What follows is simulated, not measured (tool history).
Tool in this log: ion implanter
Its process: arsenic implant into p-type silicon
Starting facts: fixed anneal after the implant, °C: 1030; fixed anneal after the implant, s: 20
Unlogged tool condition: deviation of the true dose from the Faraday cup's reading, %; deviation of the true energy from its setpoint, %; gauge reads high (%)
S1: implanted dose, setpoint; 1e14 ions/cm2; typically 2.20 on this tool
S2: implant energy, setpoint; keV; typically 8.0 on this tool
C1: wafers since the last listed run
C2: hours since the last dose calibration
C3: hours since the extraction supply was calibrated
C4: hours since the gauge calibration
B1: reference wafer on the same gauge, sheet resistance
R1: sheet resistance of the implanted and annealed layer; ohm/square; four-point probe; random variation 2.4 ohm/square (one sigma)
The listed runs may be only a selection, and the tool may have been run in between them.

run      day    S1    S2    C1      C2      C3      C4      B1      R1
  1    0.000  2.20   8.0     0   493.0  5468.5     1.4  444.62  411.52
  2    2.908  2.20   9.0   848   562.8  5538.3    71.2  444.52  401.35
  3    4.621  2.68   6.0   499   603.9  5579.4   112.3  444.20  358.96
  4    8.121  2.68   6.0  1020   687.9  5663.4   196.3  443.90  358.57
  5   11.817  2.20  10.0  1077   776.6  5752.1   285.0  445.35  403.17
  6   18.175  2.20  10.0  1854   929.2  5904.7   437.6  445.54  404.86
  7   21.021  2.20  10.0   829   997.5  5973.0   505.9  445.12  402.53
  8   23.321  1.78  10.0   670  1052.7  6028.2   561.1  444.10  479.86
  9   25.029  1.78  10.0   498  1093.7  6069.2   602.1  445.26  477.75
 10   28.521  1.78  10.0  1018  1177.5  6153.0   685.9  445.61  480.72
 11   30.292  2.20   6.5   516  1220.0  6195.5   728.4  445.61  427.30
 12   33.421  2.20   7.0   912  1295.1  6270.6   803.5  443.56  424.26
 13   36.704  2.20   7.0   957  1373.9  6349.4   882.3  444.72  426.68
 14   40.088  2.20   7.0   986  1455.1  6430.6   963.5  444.50  426.42
      42.067  -- Faraday cup replaced and dose calibrated
 15   42.800  2.20   8.0   693    17.6  6495.7  1028.6  443.89  409.21
 16   44.496  2.20   8.0   494    58.3  6536.4  1069.3  443.34  405.01
 17   46.083  2.20   8.0   462    96.4  6574.5  1107.4  443.63  412.60
 18   47.979  2.68   7.0   552   141.9  6620.0  1152.9  444.46  348.56
 19   51.158  2.61   7.0   927   218.2  6696.3  1229.2  444.50  362.24
      53.708  -- extraction supply calibrated
 20   54.625  2.51   7.0   913   301.4    22.0  1312.4  444.75  373.29
 21   57.300  2.20   6.0   780   365.6    86.2  1376.6  443.28  420.75
 22   60.483  1.56   6.5   928   442.0   162.6  1453.0  443.80  548.80
 23   63.658  2.44   9.0   925   518.2   238.8  1529.2  443.21  374.38
 24   69.383  2.20   9.5  1669   655.6   376.2  1666.6  443.22  403.90
 25   71.046  2.59   8.0   484   695.5   416.1  1706.5  443.85  356.85
 26   75.367  2.76   6.5  1259   799.2   519.8  1810.2  444.43  347.74
 27   78.650  2.20   6.5   957   878.0   598.6  1889.0  444.02  416.47
      80.396  -- gauge calibrated
 28   83.092  2.56   8.0  1295   984.6   705.2    64.7  444.88  365.71
 29   86.854  2.20   8.0  1097  1074.9   795.5   155.0  444.78  420.95
 30   88.479  2.20   8.0   473  1113.9   834.5   194.0  444.50  418.76
 31   91.738  2.42   5.5   950  1192.1   912.7   272.2  444.38  395.35
 32   93.971  1.87   7.0   651  1245.7   966.3   325.8  445.10  474.23
 33   96.071  2.80  10.0   612  1296.1  1016.7   376.2  443.05  339.41
 34  100.400  2.44   9.0  1262  1400.0  1120.6   480.1  444.10  384.13
 35  102.308  1.78   8.0   556  1445.8  1166.4   525.9  444.10  500.36

List, for all runs, the conditions of the tool that the log does not record:
deviation of the true energy from its setpoint, %: 0 in every run
gauge reads high (%): 0 in every run
H1: deviation of the true dose from the Faraday cup's reading, %
run        H1
  1    -0.403
  2    -0.538
  3    -0.626
  4    -0.824
  5     -1.06
  6     -1.54
  7     -1.78
  8     -1.99
  9     -2.15
 10     -2.49
 11     -2.68
 12     -3.03
 13     -3.41
 14     -3.83
 15  -0.00564
 16   -0.0113
 17   -0.0221
 18   -0.0419
 19   -0.0921
 20    -0.171
 21    -0.249
 22    -0.362
 23    -0.496
 24    -0.791
 25     -0.89
 26     -1.17
 27     -1.41
 28     -1.78
 29     -2.12
 30     -2.27
 31      -2.6
 32     -2.84
 33     -3.08
 34     -3.59
 35     -3.83
